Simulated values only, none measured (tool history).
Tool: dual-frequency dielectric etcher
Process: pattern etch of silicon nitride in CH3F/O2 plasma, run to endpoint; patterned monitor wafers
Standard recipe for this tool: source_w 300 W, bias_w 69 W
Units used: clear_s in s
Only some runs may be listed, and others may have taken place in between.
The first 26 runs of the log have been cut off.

run	hour	source_w	bias_w	wafers since the last listed run	hours since the last wet clean	hours since the last source power generator calibration	hours since the last bias power generator calibration	hours since the last upper electrode change	incoming incoming film thickness, nm	clear_s
# hour 2237.6: source power generator calibrated
27	2266.3	220	61	787	284.3	28.7	1667.7	545.1	73	111.9
28	2358.1	300	77	765	376.1	120.5	1759.5	636.9	73.6	97.4
29	2399.4	350	69	344	417.4	161.8	1800.8	678.2	72.3	94.3
30	2446.4	330	57	391	464.4	208.8	1847.8	725.2	72.1	99.9
31	2510.3	240	57	532	528.3	272.7	1911.7	789.1	73	110.2
# hour 2623.5: wet clean of the chamber
32	2624	230	77	747	0.5	386.4	2025.4	902.8	72.6	106
33	2688.7	300	69	539	65.2	451.1	2090.1	967.5	72.4	99.6
34	2783	240	82	785	159.5	545.4	2184.4	1061.8	71.9	100.9
35	2841.5	360	69	487	218	603.9	2242.9	1120.3	72.6	94.6

What if the next run were any one of these 4? Each begins from the tool's condition after run 35:
A	2842	300	69	4	218.5	604.4	2243.4	1120.8	72.4	?
B	2842	340	53	4	218.5	604.4	2243.4	1120.8	72.4	?
C	2842	240	86	4	218.5	604.4	2243.4	1120.8	72.4	?
D	2842	350	76	4	218.5	604.4	2243.4	1120.8	72.4	?

run	clear_s
A	99.1
B	101.4
C	99.7
D	92.6
With no hidden state in the tool, these same runs would have given:
run	clear_s
A	100.1
B	102.3
C	100.7
D	93.5
